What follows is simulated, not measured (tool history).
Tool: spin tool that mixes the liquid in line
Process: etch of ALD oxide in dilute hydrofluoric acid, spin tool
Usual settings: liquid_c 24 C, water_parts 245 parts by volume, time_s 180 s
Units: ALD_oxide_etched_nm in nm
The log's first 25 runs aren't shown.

run     day  liquid_c  water_parts  time_s  wafers since the last listed run  hours since the thermometer was replaced  hours since the hydrofluoric acid flow meter was replaced  hours since the gauge calibration  read-back film thickness of the ALD oxide reference wafer, read on the same gauge (nm)  ALD_oxide_etched_nm
 26  55.242        24          245     180                               270                                     710.8                                                      696.7                              849.3                                                                                   30.02                 10.1
 27  57.354        24          190     180                               436                                     761.5                                                      747.4                                900                                                                                   30.02                13.82
 28  59.588        27          245     180                               461                                     815.1                                                        801                              953.6                                                                                   30.03                11.22
     60.192  -- thermometer replaced
 29  61.062        24          245      95                               296                                      20.9                                                      836.4                                989                                                                                   30.02                 5.35
 30  62.383        24          280      80                               273                                      52.6                                                      868.1                             1020.7                                                                                   30.01                 3.72
 31   64.65      21.5          185     220                               468                                       107                                                      922.5                             1075.1                                                                                   29.98                15.64
 32  66.829        24          245     180                               450                                     159.3                                                      974.8                             1127.4                                                                                   29.99                 9.95
 33  67.833        24          135     180                               207                                     183.4                                                      998.9                             1151.5                                                                                      30                20.64
 34  70.392        27          245     270                               528                                     244.8                                                     1060.3                             1212.9                                                                                      30                16.56
 35  72.042        20          150     130                               341                                     284.4                                                     1099.9                             1252.5                                                                                   29.99                11.22

Forecast each of these 3 alternatives for the next run:
  A  72.062        24          245     180                                 4                                     284.9                                                     1100.4                               1253                                                                                       ?                    ?
  B  72.062        20          130     100                                 4                                     284.9                                                     1100.4                               1253                                                                                       ?                    ?
  C  72.062        24          245     285                                 4                                     284.9                                                     1100.4                               1253                                                                                       ?                    ?

run  read-back film thickness of the ALD oxide reference wafer, read on the same gauge (nm)  ALD_oxide_etched_nm
  A                                                                                      30                 9.77
  B                                                                                      30                 9.99
  C                                                                                      30                15.48
Without the tool's hidden state the same runs would have given:
run  ALD_oxide_etched_nm
  A                10.74
  B                10.89
  C                   17
